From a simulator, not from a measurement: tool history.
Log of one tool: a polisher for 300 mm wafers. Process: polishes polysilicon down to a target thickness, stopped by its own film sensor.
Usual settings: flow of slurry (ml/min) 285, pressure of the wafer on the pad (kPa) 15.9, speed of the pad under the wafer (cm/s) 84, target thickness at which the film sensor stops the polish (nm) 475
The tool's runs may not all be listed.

run,day,flow of slurry (ml/min),pressure of the wafer on the pad (kPa),speed of the pad under the wafer (cm/s),target thickness at which the film sensor stops the polish (nm),"incoming thickness of the incoming film, nm",time until the film sensor stopped the polish (s)
1,0.000,285,15.9,84,475,743.3,42.7
2,1.254,285,15.9,84,475,741.0,41.5
3,3.996,285,15.9,84,475,735.7,41.3
4,6.046,365,15.9,84,475,752.0,43.9
5,7.496,365,15.9,84,475,730.5,40.8
6,9.100,365,15.9,84,475,734.5,40.6
7,10.579,285,15.9,96,475,743.7,39.9
8,13.092,285,15.9,96,475,739.6,41.3
9,15.533,330,12.4,74,560,751.1,43.2
10,18.442,285,21.4,84,475,737.5,33.0
11,21.954,285,15.9,84,475,738.0,41.0
12,24.396,285,15.9,62,561,733.1,33.0
13,25.529,285,11.7,84,475,742.6,51.7
14,28.467,285,15.9,84,475,724.4,40.3
15,29.892,210,13.1,84,475,741.4,50.7
16,31.933,285,15.9,84,475,735.4,41.0

Taken out of this log: 8 entries between the listed runs. Where each belongs, and how the hidden state differs across it:
Between runs 3 and 4: worn pad replaced by a new one (day 4.479)
  deviation of the head's pressure from its setpoint, %: -3.85 -> -4.72
  measured less the result without the state, time until the film sensor stopped the polish (s): +1.1 -> +1.5
Between runs 7 and 8: head pressure recalibrated (day 10.871); worn pad replaced by a new one (day 11.279)
  deviation of the head's pressure from its setpoint, %: -7.03 -> -15.3
  measured less the result without the state, time until the film sensor stopped the polish (s): +2.0 -> +4.5
Between runs 9 and 10: head pressure recalibrated, repeated, since the last time left the tool worse (day 15.917); worn pad replaced by a new one (day 17.229); slurry nozzle cleaned (day 17.775)
  deviation of the head's pressure from its setpoint, %: -15.6 -> 0.0422
  measured less the result without the state, time until the film sensor stopped the polish (s): +4.7 -> +0.0
Between runs 11 and 12: worn pad replaced by a new one (day 24.375)
  deviation of the head's pressure from its setpoint, %: -0.342 -> -0.795
  measured less the result without the state, time until the film sensor stopped the polish (s): +0.1 -> +0.2
Between runs 15 and 16: worn pad replaced by a new one (day 30.396)
  deviation of the head's pressure from its setpoint, %: -2.37 -> -3.15
  measured less the result without the state, time until the film sensor stopped the polish (s): +0.8 -> +0.9
